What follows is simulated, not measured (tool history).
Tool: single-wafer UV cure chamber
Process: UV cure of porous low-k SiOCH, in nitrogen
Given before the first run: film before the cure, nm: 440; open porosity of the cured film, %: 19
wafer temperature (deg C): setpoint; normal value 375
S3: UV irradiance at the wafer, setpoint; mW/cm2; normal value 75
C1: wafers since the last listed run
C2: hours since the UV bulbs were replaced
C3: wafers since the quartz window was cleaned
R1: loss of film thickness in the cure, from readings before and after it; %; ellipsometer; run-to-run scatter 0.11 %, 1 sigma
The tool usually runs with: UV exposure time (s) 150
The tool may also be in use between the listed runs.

{"run": 1, "day": 0.0, "wafer temperature (deg C)": 375, "UV exposure time (s)": 150, "S3": 75, "C1": 0, "C2": 2806.6, "C3": 1127, "R1": 5.558}
{"run": 2, "day": 1.362, "wafer temperature (deg C)": 375, "UV exposure time (s)": 150, "S3": 75, "C1": 256, "C2": 2839.3, "C3": 1383, "R1": 5.549}
{"day": 2.8, "done": "quartz window cleaned"}
{"run": 3, "day": 5.554, "wafer temperature (deg C)": 375, "UV exposure time (s)": 150, "S3": 75, "C1": 726, "C2": 2939.9, "C3": 518, "R1": 5.778}
{"run": 4, "day": 6.867, "wafer temperature (deg C)": 375, "UV exposure time (s)": 150, "S3": 75, "C1": 247, "C2": 2971.4, "C3": 765, "R1": 5.772}
{"run": 5, "day": 7.642, "wafer temperature (deg C)": 375, "UV exposure time (s)": 195, "S3": 57, "C1": 145, "C2": 2990.0, "C3": 911, "R1": 5.548}
{"run": 6, "day": 8.467, "wafer temperature (deg C)": 375, "UV exposure time (s)": 195, "S3": 57, "C1": 155, "C2": 3009.8, "C3": 1066, "R1": 5.61}
{"run": 7, "day": 9.929, "wafer temperature (deg C)": 375, "UV exposure time (s)": 150, "S3": 75, "C1": 275, "C2": 3044.9, "C3": 1341, "R1": 5.612}
{"day": 10.55, "done": "quartz window cleaned"}
{"run": 8, "day": 11.242, "wafer temperature (deg C)": 375, "UV exposure time (s)": 150, "S3": 75, "C1": 184, "C2": 3076.4, "C3": 130, "R1": 5.81}
{"run": 9, "day": 11.792, "wafer temperature (deg C)": 375, "UV exposure time (s)": 150, "S3": 75, "C1": 103, "C2": 3089.6, "C3": 233, "R1": 5.704}
{"run": 10, "day": 13.054, "wafer temperature (deg C)": 375, "UV exposure time (s)": 150, "S3": 75, "C1": 237, "C2": 3119.9, "C3": 471, "R1": 5.696}
{"run": 11, "day": 14.442, "wafer temperature (deg C)": 375, "UV exposure time (s)": 150, "S3": 75, "C1": 261, "C2": 3153.2, "C3": 732, "R1": 5.784}
{"run": 12, "day": 15.292, "wafer temperature (deg C)": 375, "UV exposure time (s)": 150, "S3": 75, "C1": 159, "C2": 3173.6, "C3": 892, "R1": 5.697}
{"run": 13, "day": 16.3, "wafer temperature (deg C)": 375, "UV exposure time (s)": 150, "S3": 75, "C1": 189, "C2": 3197.8, "C3": 1082, "R1": 5.704}
{"day": 17.904, "done": "quartz window cleaned"}
{"run": 14, "day": 17.925, "wafer temperature (deg C)": 375, "UV exposure time (s)": 150, "S3": 58, "C1": 243, "C2": 3236.8, "C3": 3, "R1": 4.917}
{"day": 18.404, "done": "UV bulbs replaced"}
{"run": 15, "day": 18.742, "wafer temperature (deg C)": 375, "UV exposure time (s)": 150, "S3": 58, "C1": 90, "C2": 8.1, "C3": 94, "R1": 6.694}
{"run": 16, "day": 19.675, "wafer temperature (deg C)": 375, "UV exposure time (s)": 150, "S3": 75, "C1": 175, "C2": 30.5, "C3": 270, "R1": 7.812}
{"run": 17, "day": 21.025, "wafer temperature (deg C)": 375, "UV exposure time (s)": 150, "S3": 75, "C1": 254, "C2": 62.9, "C3": 524, "R1": 7.74}
{"run": 18, "day": 21.554, "wafer temperature (deg C)": 375, "UV exposure time (s)": 150, "S3": 75, "C1": 99, "C2": 75.6, "C3": 623, "R1": 7.628}
{"run": 19, "day": 22.925, "wafer temperature (deg C)": 392, "UV exposure time (s)": 205, "S3": 90, "C1": 258, "C2": 108.5, "C3": 881, "R1": 10.19}
{"run": 20, "day": 24.321, "wafer temperature (deg C)": 389, "UV exposure time (s)": 150, "S3": 105, "C1": 262, "C2": 142.0, "C3": 1144, "R1": 9.136}
{"day": 26.288, "done": "quartz window cleaned"}
{"run": 21, "day": 27.371, "wafer temperature (deg C)": 375, "UV exposure time (s)": 150, "S3": 75, "C1": 511, "C2": 215.2, "C3": 204, "R1": 7.563}
{"run": 22, "day": 28.304, "wafer temperature (deg C)": 362, "UV exposure time (s)": 200, "S3": 59, "C1": 175, "C2": 237.6, "C3": 379, "R1": 7.642}
{"run": 23, "day": 29.112, "wafer temperature (deg C)": 375, "UV exposure time (s)": 150, "S3": 75, "C1": 152, "C2": 257.0, "C3": 532, "R1": 7.509}
{"run": 24, "day": 30.146, "wafer temperature (deg C)": 355, "UV exposure time (s)": 70, "S3": 52, "C1": 194, "C2": 281.8, "C3": 726, "R1": 3.258}
{"run": 25, "day": 31.625, "wafer temperature (deg C)": 375, "UV exposure time (s)": 230, "S3": 75, "C1": 278, "C2": 317.3, "C3": 1005, "R1": 9.251}
{"run": 26, "day": 32.421, "wafer temperature (deg C)": 390, "UV exposure time (s)": 235, "S3": 107, "C1": 149, "C2": 336.4, "C3": 1154, "R1": 11.066}
{"run": 27, "day": 33.175, "wafer temperature (deg C)": 364, "UV exposure time (s)": 220, "S3": 112, "C1": 141, "C2": 354.5, "C3": 1296, "R1": 10.194}
{"run": 28, "day": 33.962, "wafer temperature (deg C)": 360, "UV exposure time (s)": 110, "S3": 46, "C1": 148, "C2": 373.4, "C3": 1445, "R1": 3.943}
{"run": 29, "day": 35.246, "wafer temperature (deg C)": 362, "UV exposure time (s)": 115, "S3": 56, "C1": 241, "C2": 404.2, "C3": 1686, "R1": 4.703}
{"day": 35.967, "done": "quartz window cleaned"}
{"run": 30, "day": 37.662, "wafer temperature (deg C)": 355, "UV exposure time (s)": 75, "S3": 48, "C1": 392, "C2": 462.2, "C3": 319, "R1": 3.096}
{"run": 31, "day": 38.933, "wafer temperature (deg C)": 375, "UV exposure time (s)": 150, "S3": 40, "C1": 239, "C2": 492.7, "C3": 558, "R1": 4.883}
{"run": 32, "day": 40.404, "wafer temperature (deg C)": 370, "UV exposure time (s)": 85, "S3": 55, "C1": 276, "C2": 528.0, "C3": 835, "R1": 3.953}
{"run": 33, "day": 41.271, "wafer temperature (deg C)": 392, "UV exposure time (s)": 120, "S3": 86, "C1": 163, "C2": 548.8, "C3": 998, "R1": 7.023}
{"run": 34, "day": 41.783, "wafer temperature (deg C)": 381, "UV exposure time (s)": 150, "S3": 75, "C1": 96, "C2": 561.1, "C3": 1094, "R1": 7.126}
{"run": 35, "day": 42.904, "wafer temperature (deg C)": 375, "UV exposure time (s)": 150, "S3": 75, "C1": 210, "C2": 588.0, "C3": 1305, "R1": 6.947}

Forecast each of these 5 alternatives for the next run:
{"run": "A", "day": 42.925, "wafer temperature (deg C)": 375, "UV exposure time (s)": 150, "S3": 75, "C1": 3, "C2": 588.5, "C3": 1309, "R1": "?"}
{"run": "B", "day": 42.925, "wafer temperature (deg C)": 375, "UV exposure time (s)": 175, "S3": 48, "C1": 3, "C2": 588.5, "C3": 1309, "R1": "?"}
{"run": "C", "day": 42.925, "wafer temperature (deg C)": 391, "UV exposure time (s)": 235, "S3": 87, "C1": 3, "C2": 588.5, "C3": 1309, "R1": "?"}
{"run": "D", "day": 42.925, "wafer temperature (deg C)": 359, "UV exposure time (s)": 150, "S3": 60, "C1": 3, "C2": 588.5, "C3": 1309, "R1": "?"}
{"run": "E", "day": 42.925, "wafer temperature (deg C)": 375, "UV exposure time (s)": 75, "S3": 92, "C1": 3, "C2": 588.5, "C3": 1309, "R1": "?"}

run=A R1=7.064
run=B R1=5.892
run=C R1=9.974
run=D R1=5.896
run=E R1=5.159
The same runs, with their run-to-run variation unchanged, on a tool lacking any hidden condition would have given:
run=A R1=8.209
run=B R1=6.966
run=C R1=11.230
run=D R1=6.970
run=E R1=6.172

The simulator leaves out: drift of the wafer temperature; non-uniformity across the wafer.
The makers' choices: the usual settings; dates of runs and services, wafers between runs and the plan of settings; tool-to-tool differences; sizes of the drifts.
